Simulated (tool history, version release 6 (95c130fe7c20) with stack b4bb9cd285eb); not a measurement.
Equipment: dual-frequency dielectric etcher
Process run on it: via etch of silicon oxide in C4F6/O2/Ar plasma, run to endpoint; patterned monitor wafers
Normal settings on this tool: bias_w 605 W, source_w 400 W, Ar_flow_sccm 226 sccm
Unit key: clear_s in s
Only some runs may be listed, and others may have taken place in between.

run    hour  bias_w  source_w  Ar_flow_sccm  incoming incoming film thickness, nm  clear_s
  1       0     605       400           226                                  89.1     16.2
  2    93.5     605       400           226                                  88.2     15.9
  3   167.5     605       400           226                                  89.5     16.3
  4   248.6     605       400           226                                  89.3     16.3
  5   332.8     605       400           226                                  89.2     16.2
  6   384.7     605       400           226                                  90.1     16.4
  7   452.3     605       400           226                                  89.3     16.4
      501.3  -- upper electrode replaced
  8   502.1     605       400           226                                  89.4     16.4
      553.5  -- wet clean of the chamber
  9     554     605       400           226                                  90.6     16.6
 10   588.7     605       400           226                                  89.3     16.2
 11   652.9     605       400           204                                  89.8     16.2
 12   715.2     605       400           204                                  89.9     16.2
 13   773.4     605       400           200                                  89.3     16.2
 14   836.5     605       400           226                                    89     16.4
 15   997.3     605       400           226                                    89     16.3
 16  1040.5     605       310           274                                  89.1     17.8
     1087.4  -- wet clean of the chamber
 17  1131.2     605       400           226                                  90.4     16.7
     1136.7  -- source power generator calibrated
 18  1182.8     605       440           226                                  89.6     16.1
     1262.6  -- Ar flow controller replaced
 19  1263.1     605       400           226                                  89.3     16.4
     1322.4  -- bias power generator calibrated
 20  1360.3     709       470           245                                  89.2     14.2
 21  1409.8     552       340           261                                  88.7     17.8
 22  1457.3     605       480           226                                  89.8     15.4
 23  1519.2     605       400           244                                  89.7     16.2
 24  1606.6     605       400           226                                  88.8     15.9
     1717.3  -- wet clean of the chamber
 25    1766     679       320           201                                  89.4     15.5
 26  1805.3     605       370           226                                    88       16
 27  1879.8     605       400           226                                  89.3       16
 28  1956.7     605       440           187                                  90.3     15.4

Forecast each of these 5 alternatives for the next run:
  A  1957.1     605       400           226                                    90        ?
  B  1957.1     681       400           200                                    90        ?
  C  1957.1     718       320           195                                    90        ?
  D  1957.1     566       400           174                                    90        ?
  E  1957.1     727       500           179                                    90        ?

run  clear_s
  A     16.1
  B     14.7
  C     14.9
  D     16.2
  E     13.3
Had the tool no hidden state, the same runs would have come out as:
run  clear_s
  A       16
  B     14.7
  C     14.9
  D     16.1
  E     13.2

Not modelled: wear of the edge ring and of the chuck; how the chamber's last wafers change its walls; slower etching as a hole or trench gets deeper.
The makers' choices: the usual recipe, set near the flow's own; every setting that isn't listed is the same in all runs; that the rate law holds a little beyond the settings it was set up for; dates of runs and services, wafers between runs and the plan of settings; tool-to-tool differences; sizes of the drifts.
